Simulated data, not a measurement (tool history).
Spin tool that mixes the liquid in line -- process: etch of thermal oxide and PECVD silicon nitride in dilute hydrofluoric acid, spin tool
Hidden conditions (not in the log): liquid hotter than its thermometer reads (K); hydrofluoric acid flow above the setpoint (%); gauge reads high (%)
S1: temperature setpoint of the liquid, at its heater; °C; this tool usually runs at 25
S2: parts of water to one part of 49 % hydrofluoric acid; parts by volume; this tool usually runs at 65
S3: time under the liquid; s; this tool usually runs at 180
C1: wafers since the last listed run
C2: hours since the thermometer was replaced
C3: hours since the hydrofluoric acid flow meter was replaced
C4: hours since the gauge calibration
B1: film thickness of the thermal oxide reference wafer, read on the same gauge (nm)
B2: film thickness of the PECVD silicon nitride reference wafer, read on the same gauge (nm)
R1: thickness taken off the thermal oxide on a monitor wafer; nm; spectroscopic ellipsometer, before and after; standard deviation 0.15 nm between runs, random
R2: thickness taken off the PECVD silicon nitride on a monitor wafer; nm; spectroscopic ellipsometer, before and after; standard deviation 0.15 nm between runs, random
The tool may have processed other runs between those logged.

run 1 hour=0 | S1=29 S2=65 S3=180 | C1=0 C2=1268.5 C3=869.6 C4=2054 | B1=130.01 B2=80.02 | R1=19.95 R2=21.35
run 2 hour=53.2 | S1=29 S2=65 S3=180 | C1=246 C2=1321.7 C3=922.8 C4=2107.2 | B1=129.99 B2=80.02 | R1=20.19 R2=21.62
run 3 hour=110.5 | S1=29 S2=65 S3=180 | C1=265 C2=1379 C3=980.1 C4=2164.5 | B1=130.01 B2=79.98 | R1=20.04 R2=21.7
run 4 hour=154.2 | S1=25 S2=65 S3=125 | C1=202 C2=1422.7 C3=1023.8 C4=2208.2 | B1=130.01 B2=79.99 | R1=12.05 R2=11.26
run 5 hour=233.6 | S1=25 S2=65 S3=125 | C1=367 C2=1502.1 C3=1103.2 C4=2287.6 | B1=129.96 B2=80.01 | R1=12.1 R2=11.63
run 6 hour=325.6 | S1=25 S2=65 S3=125 | C1=425 C2=1594.1 C3=1195.2 C4=2379.6 | B1=130 B2=80.01 | R1=12.11 R2=11.7
run 7 hour=394 | S1=21 S2=90 S3=280 | C1=316 C2=1662.5 C3=1263.6 C4=2448 | B1=129.98 B2=79.99 | R1=16.48 R2=14.54
run 8 hour=445.7 | S1=25 S2=65 S3=125 | C1=239 C2=1714.2 C3=1315.3 C4=2499.7 | B1=130 B2=79.98 | R1=12.34 R2=11.95
run 9 hour=510.6 | S1=27 S2=55 S3=225 | C1=300 C2=1779.1 C3=1380.2 C4=2564.6 | B1=130.04 B2=80 | R1=29.07 R2=28.82
-- hour=643.3 hydrofluoric acid flow meter replaced
run 10 hour=792.3 | S1=25 S2=65 S3=180 | C1=1299 C2=2060.8 C3=149 C4=2846.3 | B1=130 B2=79.94 | R1=16.02 R2=15.68
-- hour=840.4 gauge calibrated
run 11 hour=878.6 | S1=20 S2=80 S3=180 | C1=399 C2=2147.1 C3=235.3 C4=38.2 | B1=130.01 B2=80.02 | R1=10.66 R2=9.35
run 12 hour=972.3 | S1=25 S2=65 S3=180 | C1=433 C2=2240.8 C3=329 C4=131.9 | B1=130.01 B2=80.01 | R1=16.22 R2=15.95
run 13 hour=1025.9 | S1=23 S2=50 S3=220 | C1=248 C2=2294.4 C3=382.6 C4=185.5 | B1=130 B2=79.98 | R1=24.49 R2=22
run 14 hour=1118 | S1=28 S2=65 S3=260 | C1=426 C2=2386.5 C3=474.7 C4=277.6 | B1=129.98 B2=79.98 | R1=27.04 R2=28.34
run 15 hour=1200.2 | S1=23 S2=65 S3=220 | C1=380 C2=2468.7 C3=556.9 C4=359.8 | B1=129.99 B2=79.96 | R1=18.86 R2=17.27
-- hour=1217.7 thermometer replaced
run 16 hour=1242.7 | S1=22 S2=95 S3=110 | C1=192 C2=25 C3=599.4 C4=402.3 | B1=130.02 B2=80 | R1=6.07 R2=5.59
run 17 hour=1345.3 | S1=22.5 S2=75 S3=230 | C1=474 C2=127.6 C3=702 C4=504.9 | B1=129.99 B2=79.99 | R1=16.42 R2=15.39
run 18 hour=1422.3 | S1=25 S2=55 S3=180 | C1=356 C2=204.6 C3=779 C4=581.9 | B1=129.99 B2=80.06 | R1=20.67 R2=19.25
run 19 hour=1527.6 | S1=29 S2=65 S3=215 | C1=487 C2=309.9 C3=884.3 C4=687.2 | B1=130.01 B2=80.03 | R1=24.51 R2=25.69
run 20 hour=1604.1 | S1=22.5 S2=55 S3=180 | C1=354 C2=386.4 C3=960.8 C4=763.7 | B1=130.01 B2=80 | R1=18.52 R2=16.5
run 21 hour=1919.7 | S1=25 S2=65 S3=80 | C1=1460 C2=702 C3=1276.4 C4=1079.3 | B1=130 B2=79.99 | R1=7.74 R2=7.59
run 22 hour=1969.8 | S1=23.5 S2=35 S3=270 | C1=231 C2=752.1 C3=1326.5 C4=1129.4 | B1=129.99 B2=80.02 | R1=48.5 R2=42.63
-- hour=2003.7 hydrofluoric acid flow meter replaced
run 23 hour=2006.5 | S1=22.5 S2=75 S3=230 | C1=165 C2=788.8 C3=2.8 C4=1166.1 | B1=129.98 B2=80 | R1=15.64 R2=14.32
run 24 hour=2062.1 | S1=28.5 S2=65 S3=180 | C1=257 C2=844.4 C3=58.4 C4=1221.7 | B1=130.01 B2=80.02 | R1=18.1 R2=19.64
run 25 hour=2127.7 | S1=25 S2=55 S3=280 | C1=303 C2=910 C3=124 C4=1287.3 | B1=130 B2=80.03 | R1=29.82 R2=28.26
run 26 hour=2179.6 | S1=25 S2=35 S3=180 | C1=240 C2=961.9 C3=175.9 C4=1339.2 | B1=130.04 B2=80 | R1=31.25 R2=28.37

Give the tool's hidden conditions for every run:
liquid hotter than its thermometer reads (K): 0, the same for each run
gauge reads high (%): 0, the same for each run
H1: hydrofluoric acid flow above the setpoint (%)
run=1 H1=7.05
run=2 H1=7.46
run=3 H1=7.91
run=4 H1=8.24
run=5 H1=8.86
run=6 H1=9.57
run=7 H1=10.1
run=8 H1=10.5
run=9 H1=11
run=10 H1=2.32
run=11 H1=2.99
run=12 H1=3.71
run=13 H1=4.12
run=14 H1=4.83
run=15 H1=5.47
run=16 H1=5.8
run=17 H1=6.59
run=18 H1=7.18
run=19 H1=7.99
run=20 H1=8.59
run=21 H1=11
run=22 H1=11.4
run=23 H1=0.0913
run=24 H1=0.52
run=25 H1=1.03
run=26 H1=1.43
